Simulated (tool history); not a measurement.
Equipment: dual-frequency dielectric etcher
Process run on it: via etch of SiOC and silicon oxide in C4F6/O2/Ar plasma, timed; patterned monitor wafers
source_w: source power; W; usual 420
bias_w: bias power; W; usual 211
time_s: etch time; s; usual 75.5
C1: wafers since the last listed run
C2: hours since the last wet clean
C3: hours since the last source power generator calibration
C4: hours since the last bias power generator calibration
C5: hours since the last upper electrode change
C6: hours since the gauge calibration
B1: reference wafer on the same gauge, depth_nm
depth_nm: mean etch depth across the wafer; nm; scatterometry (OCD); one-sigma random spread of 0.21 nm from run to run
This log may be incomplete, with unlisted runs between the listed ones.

{"run": 1, "hour": 0.0, "source_w": 420, "bias_w": 211, "time_s": 75.5, "C1": 0, "C2": 162.1, "C3": 1012.6, "C4": 35, "C5": 4677.1, "C6": 1299.5, "B1": 86.8, "depth_nm": 96.1}
{"run": 2, "hour": 100.4, "source_w": 420, "bias_w": 211, "time_s": 75.5, "C1": 1480, "C2": 262.5, "C3": 1113, "C4": 135.4, "C5": 4777.5, "C6": 1399.9, "B1": 86.8, "depth_nm": 95.3}
{"run": 3, "hour": 145.4, "source_w": 420, "bias_w": 253, "time_s": 75.5, "C1": 663, "C2": 307.5, "C3": 1158, "C4": 180.4, "C5": 4822.5, "C6": 1444.9, "B1": 86.7, "depth_nm": 101.7}
{"run": 4, "hour": 219.4, "source_w": 420, "bias_w": 211, "time_s": 75.5, "C1": 1091, "C2": 381.5, "C3": 1232, "C4": 254.4, "C5": 4896.5, "C6": 1518.9, "B1": 86.8, "depth_nm": 95.9}
{"run": 5, "hour": 313.4, "source_w": 440, "bias_w": 211, "time_s": 75.5, "C1": 1386, "C2": 475.5, "C3": 1326, "C4": 348.4, "C5": 4990.5, "C6": 1612.9, "B1": 86.8, "depth_nm": 97.2}
{"hour": 496.1, "done": "wet clean of the chamber"}
{"run": 6, "hour": 619.2, "source_w": 440, "bias_w": 211, "time_s": 75.5, "C1": 4155, "C2": 123.1, "C3": 1631.8, "C4": 654.2, "C5": 5296.3, "C6": 1918.7, "B1": 86.8, "depth_nm": 98.3}
{"hour": 704.6, "done": "source power generator calibrated"}
{"run": 7, "hour": 705.1, "source_w": 420, "bias_w": 211, "time_s": 75.5, "C1": 1207, "C2": 209, "C3": 0.5, "C4": 740.1, "C5": 5382.2, "C6": 2004.6, "B1": 86.8, "depth_nm": 95.1}
{"run": 8, "hour": 793.9, "source_w": 420, "bias_w": 196, "time_s": 75.5, "C1": 1309, "C2": 297.8, "C3": 89.3, "C4": 828.9, "C5": 5471, "C6": 2093.4, "B1": 86.8, "depth_nm": 92.8}
{"run": 9, "hour": 852.1, "source_w": 470, "bias_w": 170, "time_s": 75.5, "C1": 858, "C2": 356, "C3": 147.5, "C4": 887.1, "C5": 5529.2, "C6": 2151.6, "B1": 86.8, "depth_nm": 91.9}
{"run": 10, "hour": 951.3, "source_w": 420, "bias_w": 171, "time_s": 93.5, "C1": 1462, "C2": 455.2, "C3": 246.7, "C4": 986.3, "C5": 5628.4, "C6": 2250.8, "B1": 86.7, "depth_nm": 110.1}
{"hour": 999.3, "done": "upper electrode replaced"}
{"run": 11, "hour": 1024.5, "source_w": 420, "bias_w": 211, "time_s": 75.5, "C1": 725, "C2": 528.4, "C3": 319.9, "C4": 1059.5, "C5": 25.2, "C6": 2324, "B1": 86.8, "depth_nm": 94.6}
{"run": 12, "hour": 1102.5, "source_w": 420, "bias_w": 175, "time_s": 92, "C1": 1150, "C2": 606.4, "C3": 397.9, "C4": 1137.5, "C5": 103.2, "C6": 2402, "B1": 86.7, "depth_nm": 108.8}
{"run": 13, "hour": 1226.6, "source_w": 490, "bias_w": 211, "time_s": 75.5, "C1": 1829, "C2": 730.5, "C3": 522, "C4": 1261.6, "C5": 227.3, "C6": 2526.1, "B1": 86.7, "depth_nm": 99}
{"run": 14, "hour": 1271.4, "source_w": 420, "bias_w": 211, "time_s": 75.5, "C1": 660, "C2": 775.3, "C3": 566.8, "C4": 1306.4, "C5": 272.1, "C6": 2570.9, "B1": 86.9, "depth_nm": 94.3}
{"hour": 1297.1, "done": "wet clean of the chamber"}
{"run": 15, "hour": 1342.3, "source_w": 510, "bias_w": 261, "time_s": 88.5, "C1": 691, "C2": 45.2, "C3": 637.7, "C4": 1377.3, "C5": 343, "C6": 2641.8, "B1": 86.9, "depth_nm": 126.9}

Run 16, settings as shown, results not yet in. Your forecast:
{"hour": 1379.3, "done": "gauge calibrated"}
{"run": 16, "hour": 1414.9, "source_w": 500, "bias_w": 211, "time_s": 93, "C1": 1070, "C2": 117.8, "C3": 710.3, "C4": 1449.9, "C5": 415.6, "C6": 35.6, "B1": "?", "depth_nm": "?"}

Run 16 measured B1 86.8, depth_nm 124.5 nm.
Minus the tool's unlogged condition, the same run would have read depth_nm 124.7 nm.
